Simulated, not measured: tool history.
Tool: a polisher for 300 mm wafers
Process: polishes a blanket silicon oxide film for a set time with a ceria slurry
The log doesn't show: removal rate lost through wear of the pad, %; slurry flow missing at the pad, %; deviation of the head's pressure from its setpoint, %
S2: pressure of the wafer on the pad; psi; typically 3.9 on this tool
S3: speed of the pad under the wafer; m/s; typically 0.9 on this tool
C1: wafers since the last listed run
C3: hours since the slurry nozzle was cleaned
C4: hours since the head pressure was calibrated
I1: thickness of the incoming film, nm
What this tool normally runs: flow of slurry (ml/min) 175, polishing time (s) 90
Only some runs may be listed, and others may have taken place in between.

Run 1, hour 0: usual settings but flow of slurry (ml/min) 200, S2 4.7 psi; C1 0; wafers polished on this pad 360; C3 641.8; C4 662.3; I1 1371.5. Result: film removed (Å) 6194.
Run 2, hour 10.4: usual settings; C1 105; wafers polished on this pad 466; C3 652.2; C4 672.7; I1 1344.5. Result: film removed (Å) 5046.
Run 3, hour 20.8: usual settings but S2 4.3 psi; C1 105; wafers polished on this pad 572; C3 662.6; C4 683.1; I1 1347.1. Result: film removed (Å) 5550.
Run 4, hour 33.5: usual settings but S2 4.3 psi; C1 129; wafers polished on this pad 701; C3 675.3; C4 695.8; I1 1358.8. Result: film removed (Å) 5488.
Run 5, hour 48.8: usual settings but S2 4.3 psi; C1 155; wafers polished on this pad 857; C3 690.6; C4 711.1; I1 1382.6. Result: film removed (Å) 5498.
Run 6, hour 54.9: usual settings but polishing time (s) 107; C1 62; wafers polished on this pad 919; C3 696.7; C4 717.2; I1 1350.8. Result: film removed (Å) 5893.
At hour 58.9: worn pad replaced by a new one.
Run 7, hour 61.5: usual settings but polishing time (s) 107; C1 26; wafers polished on this pad 26; C3 703.3; C4 723.8; I1 1334. Result: film removed (Å) 6276.
Run 8, hour 68: usual settings; C1 66; wafers polished on this pad 92; C3 709.8; C4 730.3; I1 1371.5. Result: film removed (Å) 5248.
Run 9, hour 82.3: usual settings; C1 145; wafers polished on this pad 237; C3 724.1; C4 744.6; I1 1371.9. Result: film removed (Å) 5076.
Run 10, hour 91.3: usual settings; C1 91; wafers polished on this pad 329; C3 733.1; C4 753.6; I1 1366. Result: film removed (Å) 5090.
At hour 126.7: head pressure recalibrated.
Run 11, hour 127.2: usual settings but flow of slurry (ml/min) 130; C1 345; wafers polished on this pad 674; C3 769; C4 0.5; I1 1368.1. Result: film removed (Å) 4687.
Run 12, hour 135.1: usual settings; C1 80; wafers polished on this pad 755; C3 776.9; C4 8.4; I1 1371.6. Result: film removed (Å) 4938.
At hour 152.7: worn pad replaced by a new one.
Run 13, hour 153.2: usual settings; C1 143; wafers polished on this pad 5; C3 795; C4 26.5; I1 1342.8. Result: film removed (Å) 5342.
Run 14, hour 162.5: usual settings; C1 94; wafers polished on this pad 99; C3 804.3; C4 35.8; I1 1360.1. Result: film removed (Å) 5225.
Run 15, hour 170.4: usual settings but S3 1.1 m/s, polishing time (s) 82; C1 80; wafers polished on this pad 180; C3 812.2; C4 43.7; I1 1363.9. Result: film removed (Å) 5776.
Run 16, hour 184.7: usual settings; C1 145; wafers polished on this pad 325; C3 826.5; C4 58; I1 1376.2. Result: film removed (Å) 5083.
Run 17, hour 198.7: usual settings; C1 142; wafers polished on this pad 468; C3 840.5; C4 72; I1 1362. Result: film removed (Å) 5017.
Run 18, hour 216: usual settings; C1 176; wafers polished on this pad 644; C3 857.8; C4 89.3; I1 1377.9. Result: film removed (Å) 4981.
Run 19, hour 223.8: usual settings but S2 4.6 psi, S3 0.74 m/s; C1 79; wafers polished on this pad 723; C3 865.6; C4 97.1; I1 1372.8. Result: film removed (Å) 4839.
At hour 239.2: worn pad replaced by a new one.
Run 20, hour 239.7: usual settings but S3 1.02 m/s, polishing time (s) 74; C1 121; wafers polished on this pad 4; C3 881.5; C4 113; I1 1373.7. Result: film removed (Å) 4944.
Run 21, hour 245.1: usual settings but flow of slurry (ml/min) 150, S3 0.76 m/s, polishing time (s) 60; C1 54; wafers polished on this pad 59; C3 886.9; C4 118.4; I1 1363.9. Result: film removed (Å) 2904.
Run 22, hour 253: usual settings but flow of slurry (ml/min) 215, S2 5 psi, polishing time (s) 102; C1 80; wafers polished on this pad 140; C3 894.8; C4 126.3; I1 1367. Result: film removed (Å) 7773.
Run 23, hour 262.2: usual settings but flow of slurry (ml/min) 160, S3 1.02 m/s; C1 93; wafers polished on this pad 234; C3 904; C4 135.5; I1 1335.5. Result: film removed (Å) 5717.
Run 24, hour 290.4: usual settings but flow of slurry (ml/min) 215, S2 4.3 psi, polishing time (s) 79; C1 287; wafers polished on this pad 521; C3 932.2; C4 163.7; I1 1366.8. Result: film removed (Å) 5039.
Run 25, hour 298.9: usual settings but flow of slurry (ml/min) 120, S3 0.6 m/s; C1 86; wafers polished on this pad 607; C3 940.7; C4 172.2; I1 1366.7. Result: film removed (Å) 3089.
Run 26, hour 308.1: usual settings but S2 3.3 psi, polishing time (s) 114; C1 93; wafers polished on this pad 701; C3 949.9; C4 181.4; I1 1375.1. Result: film removed (Å) 5375.
At hour 314.8: slurry nozzle cleaned.
Run 27, hour 317.1: usual settings but S3 0.98 m/s, polishing time (s) 63; C1 81; wafers polished on this pad 782; C3 2.3; C4 190.4; I1 1361.1. Result: film removed (Å) 3794.
Run 28, hour 325.8: usual settings but S2 4.6 psi, S3 0.74 m/s; C1 88; wafers polished on this pad 871; C3 11; C4 199.1; I1 1356.5. Result: film removed (Å) 4841.
At hour 334.1: worn pad replaced by a new one.
Run 29, hour 358.8: usual settings but flow of slurry (ml/min) 215, S2 3.4 psi, polishing time (s) 73; C1 295; wafers polished on this pad 251; C3 44; C4 232.1; I1 1361.5. Result: film removed (Å) 3689.
At hour 407.2: worn pad replaced by a new one.
Run 30, hour 407.7: usual settings; C1 457; wafers polished on this pad 5; C3 92.9; C4 281; I1 1339.4. Result: film removed (Å) 5330.
Run 31, hour 411.4: usual settings but S3 0.62 m/s; C1 37; wafers polished on this pad 42; C3 96.6; C4 284.7; I1 1377.4. Result: film removed (Å) 3680.
Run 32, hour 422: usual settings; C1 107; wafers polished on this pad 150; C3 107.2; C4 295.3; I1 1358.2. Result: film removed (Å) 5182.

Across each entry between runs, compare the hidden state at the last listed run before it with the hidden state at the first listed run after it:
In the gap between runs 6 and 7: worn pad replaced by a new one (hour 58.9)
  removal rate lost through wear of the pad, %: 7.37 -> 1.12
  measured result minus the result with no hidden state, film removed (Å): -469 -> -71
In the gap between runs 10 and 11: head pressure recalibrated (hour 126.7)
  removal rate lost through wear of the pad, %: 5.54 -> 7.23
  measured result minus the result with no hidden state, film removed (Å): -298 -> -365
In the gap between runs 12 and 13: worn pad replaced by a new one (hour 152.7)
  removal rate lost through wear of the pad, %: 7.39 -> 0.362
  measured result minus the result with no hidden state, film removed (Å): -394 -> -19
In the gap between runs 19 and 20: worn pad replaced by a new one (hour 239.2)
  removal rate lost through wear of the pad, %: 7.04 -> 0.155
  measured result minus the result with no hidden state, film removed (Å): -366 -> -8
In the gap between runs 26 and 27: slurry nozzle cleaned (hour 314.8)
  removal rate lost through wear of the pad, %: 6.79 -> 6.96
  measured result minus the result with no hidden state, film removed (Å): -391 -> -284
In the gap between runs 28 and 29: worn pad replaced by a new one (hour 334.1)
  removal rate lost through wear of the pad, %: 7.09 -> 5.66
  measured result minus the result with no hidden state, film removed (Å): -369 -> -221
In the gap between runs 29 and 30: worn pad replaced by a new one (hour 407.2)
  removal rate lost through wear of the pad, %: 5.66 -> 0.365
  measured result minus the result with no hidden state, film removed (Å): -221 -> -20
